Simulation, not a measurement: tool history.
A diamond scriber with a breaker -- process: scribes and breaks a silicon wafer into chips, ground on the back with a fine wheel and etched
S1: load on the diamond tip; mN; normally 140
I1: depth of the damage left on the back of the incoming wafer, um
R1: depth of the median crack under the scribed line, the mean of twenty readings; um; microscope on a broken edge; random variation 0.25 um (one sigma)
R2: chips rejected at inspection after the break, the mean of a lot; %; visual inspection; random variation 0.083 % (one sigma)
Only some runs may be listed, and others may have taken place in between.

| run | hour | S1 | I1 | R1 | R2 |
|---|---|---|---|---|---|
| 1 | 0.0 | 160 | 0.75 | 12.66 | 4.33 |
| 2 | 22.6 | 160 | 0.50 | 12.76 | 4.61 |
| 3 | 53.6 | 160 | 0.64 | 12.67 | 5.00 |
| 4 | 143.5 | 165 | 0.36 | 12.92 | 4.55 |
| 5 | 165.0 | 165 | 0.52 | 12.70 | 4.80 |
| 6 | 196.3 | 165 | 0.69 | 12.61 | 4.64 |
| 7 | 216.8 | 140 | 0.58 | 11.07 | 14.86 |
| 8 | 244.5 | 140 | 0.32 | 11.21 | 15.75 |
|  | 291.1 | load on the tip recalibrated |
|  | 298.6 | diamond tip replaced by a new one |
| 9 | 316.6 | 140 | 0.59 | 14.53 | 1.61 |
| 10 | 336.6 | 131 | 0.67 | 13.05 | 3.20 |
| 11 | 353.5 | 131 | 0.33 | 13.02 | 3.46 |
| 12 | 367.7 | 131 | 0.62 | 13.67 | 3.89 |
| 13 | 391.0 | 140 | 0.62 | 13.99 | 2.27 |
| 14 | 422.1 | 140 | 0.42 | 13.62 | 2.29 |
| 15 | 456.3 | 115 | 0.33 | 11.18 | 12.55 |
| 16 | 469.3 | 103 | 0.37 | 10.27 | 23.16 |
| 17 | 490.8 | 161 | 0.66 | 14.90 | 1.69 |
| 18 | 512.0 | 172 | 0.59 | 15.66 | 2.04 |
| 19 | 546.3 | 112 | 0.40 | 10.95 | 18.73 |
| 20 | 565.5 | 178 | 0.42 | 16.22 | 2.33 |
| 21 | 582.7 | 158 | 0.61 | 14.36 | 1.53 |
| 22 | 617.7 | 165 | 0.77 | 14.86 | 1.54 |
| 23 | 630.8 | 140 | 0.63 | 12.45 | 5.08 |
| 24 | 652.8 | 117 | 0.48 | 10.72 | 15.19 |
| 25 | 668.4 | 140 | 0.49 | 12.60 | 5.18 |
| 26 | 690.3 | 123 | 0.32 | 11.52 | 12.87 |

Same runs, no hidden state in the tool, same run-to-run variation:
Hidden state at play: share of the diamond tip's cutting effectiveness lost through wear, %; deviation of the load on the tip from its setpoint, %.
| run | R1 | R2 |
|---|---|---|
| 1 | 16.15 | 3.50 |
| 2 | 16.35 | 3.57 |
| 3 | 16.32 | 3.65 |
| 4 | 16.93 | 4.68 |
| 5 | 16.71 | 4.74 |
| 6 | 16.68 | 4.33 |
| 7 | 14.69 | 1.47 |
| 8 | 14.96 | 1.51 |
| 9 | 15.05 | 1.40 |
| 10 | 13.63 | 2.01 |
| 11 | 13.69 | 2.02 |
| 12 | 14.45 | 2.14 |
| 13 | 14.93 | 1.51 |
| 14 | 14.69 | 1.35 |
| 15 | 12.21 | 6.47 |
| 16 | 11.26 | 14.24 |
| 17 | 16.46 | 4.27 |
| 18 | 17.41 | 6.02 |
| 19 | 12.30 | 8.69 |
| 20 | 18.33 | 7.68 |
| 21 | 16.30 | 3.15 |
| 22 | 17.04 | 4.93 |
| 23 | 14.32 | 1.52 |
| 24 | 12.41 | 5.28 |
| 25 | 14.64 | 1.41 |
| 26 | 13.46 | 3.53 |
